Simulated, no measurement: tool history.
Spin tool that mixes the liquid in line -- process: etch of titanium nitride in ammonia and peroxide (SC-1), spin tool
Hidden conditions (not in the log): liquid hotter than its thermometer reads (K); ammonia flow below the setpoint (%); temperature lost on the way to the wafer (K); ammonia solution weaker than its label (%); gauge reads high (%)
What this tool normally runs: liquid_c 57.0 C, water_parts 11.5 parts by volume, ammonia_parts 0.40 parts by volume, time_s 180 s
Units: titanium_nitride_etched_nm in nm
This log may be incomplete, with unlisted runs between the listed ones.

run	hour	liquid_c	water_parts	ammonia_parts	time_s	wafers since the last listed run	hours since the thermometer was replaced	hours since the ammonia flow meter was replaced	hours since the heated supply line was repaired	hours since the drum of ammonia solution was connected	hours since the gauge calibration	read-back film thickness of the titanium nitride reference wafer, read on the same gauge (nm)	titanium_nitride_etched_nm
1	0.0	57.0	9.0	0.40	245	0	23.0	114.7	3337.6	195.6	7.2	149.99	38.23
2	17.8	57.0	8.0	0.40	250	116	40.8	132.5	3355.4	213.4	25.0	150.01	41.54
# hour 20.7: heated supply line repaired
3	24.7	57.0	11.5	0.40	180	38	47.7	139.4	4.0	220.3	31.9	149.98	24.82
4	34.3	57.0	16.0	0.50	180	62	57.3	149.0	13.6	229.9	41.5	149.99	21.63
5	46.1	63.0	11.5	0.30	180	76	69.1	160.8	25.4	241.7	53.3	149.98	34.91
6	53.4	57.0	15.5	0.60	220	47	76.4	168.1	32.7	249.0	60.6	150.01	27.63
# hour 58.6: new drum of ammonia solution connected
7	68.1	57.0	14.0	0.40	150	89	91.1	182.8	47.4	9.5	75.3	150.00	18.95
8	85.6	66.5	16.5	0.60	230	114	108.6	200.3	64.9	27.0	92.8	149.98	52.68
9	100.7	57.0	16.5	0.55	150	98	123.7	215.4	80.0	42.1	107.9	150.01	18.42
10	118.4	57.0	11.5	0.55	215	115	141.4	233.1	97.7	59.8	125.6	150.00	31.94
11	125.3	64.0	11.5	0.20	180	44	148.3	240.0	104.6	66.7	132.5	150.01	35.16
12	136.2	57.0	11.5	0.40	215	71	159.2	250.9	115.5	77.6	143.4	149.99	30.34
13	148.8	62.0	5.5	0.40	135	82	171.8	263.5	128.1	90.2	156.0	150.03	38.53
14	165.1	57.0	11.5	0.40	180	106	188.1	279.8	144.4	106.5	172.3	149.98	25.06
15	171.6	57.0	9.5	0.25	260	42	194.6	286.3	150.9	113.0	178.8	150.01	36.96
16	188.2	59.5	11.5	0.40	180	108	211.2	302.9	167.5	129.6	195.4	149.99	29.96
17	200.5	57.0	11.5	0.55	180	80	223.5	315.2	179.8	141.9	207.7	149.96	26.68
18	208.2	51.5	9.0	0.40	180	50	231.2	322.9	187.5	149.6	215.4	150.01	19.84
19	221.3	57.0	11.5	0.40	95	85	244.3	336.0	200.6	162.7	228.5	150.00	13.28
20	234.5	57.0	11.5	0.40	180	86	257.5	349.2	213.8	175.9	241.7	149.96	25.32

What will run 21 give?
21	248.9	57.0	17.0	0.40	180	93	271.9	363.6	228.2	190.3	256.1	?	?

read-back film thickness of the titanium nitride reference wafer, read on the same gauge (nm): 149.97
titanium_nitride_etched_nm: 20.21 nm
On a tool with no hidden condition, and with the same random variation, this run would have come out at titanium_nitride_etched_nm 20.17 nm.
